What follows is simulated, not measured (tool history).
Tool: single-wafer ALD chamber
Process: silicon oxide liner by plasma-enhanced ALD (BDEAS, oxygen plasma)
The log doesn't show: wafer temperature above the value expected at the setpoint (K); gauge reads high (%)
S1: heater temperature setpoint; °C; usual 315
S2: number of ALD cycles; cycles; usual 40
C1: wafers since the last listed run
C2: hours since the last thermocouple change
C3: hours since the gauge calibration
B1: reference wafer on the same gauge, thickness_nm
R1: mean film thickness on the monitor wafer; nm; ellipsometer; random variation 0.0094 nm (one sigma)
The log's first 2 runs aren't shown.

| run | hour | S1 | S2 | C1 | C2 | C3 | B1 | R1 |
|---|---|---|---|---|---|---|---|---|
| 3 | 34.0 | 315 | 40 | 172 | 984.1 | 50.4 | 4.388 | 3.759 |
| 4 | 62.1 | 315 | 40 | 322 | 1012.2 | 78.5 | 4.394 | 3.763 |
| 5 | 87.1 | 315 | 40 | 287 | 1037.2 | 103.5 | 4.388 | 3.750 |
| 6 | 107.9 | 315 | 40 | 238 | 1058.0 | 124.3 | 4.388 | 3.751 |
| 7 | 135.7 | 315 | 40 | 319 | 1085.8 | 152.1 | 4.388 | 3.750 |
| 8 | 157.0 | 319 | 40 | 244 | 1107.1 | 173.4 | 4.388 | 3.733 |
| 9 | 179.1 | 319 | 40 | 253 | 1129.2 | 195.5 | 4.390 | 3.728 |
| 10 | 211.0 | 315 | 40 | 366 | 1161.1 | 227.4 | 4.385 | 3.762 |
| 11 | 241.4 | 315 | 40 | 349 | 1191.5 | 257.8 | 4.392 | 3.763 |
| 12 | 271.6 | 315 | 40 | 346 | 1221.7 | 288.0 | 4.392 | 3.756 |
| 13 | 301.8 | 315 | 40 | 346 | 1251.9 | 318.2 | 4.394 | 3.753 |
| 14 | 322.2 | 315 | 36 | 234 | 1272.3 | 338.6 | 4.393 | 3.391 |
| 15 | 338.0 | 315 | 36 | 181 | 1288.1 | 354.4 | 4.392 | 3.387 |
| 16 | 360.1 | 315 | 40 | 253 | 1310.2 | 376.5 | 4.390 | 3.749 |
| 17 | 383.4 | 315 | 40 | 267 | 1333.5 | 399.8 | 4.391 | 3.761 |
| 18 | 407.6 | 315 | 43 | 277 | 1357.7 | 424.0 | 4.392 | 4.023 |
|  | 427.0 | gauge calibrated |
| 19 | 432.4 | 328 | 47 | 284 | 1382.5 | 5.4 | 4.389 | 4.345 |

Forecast run 20:
| 20 | 465.2 | 308 | 45 | 376 | 1415.3 | 38.2 | ? | ? |

Run 20 gave B1 4.385, R1 4.246 nm.
Without the tool's hidden state the same run would have given R1 4.246 nm.
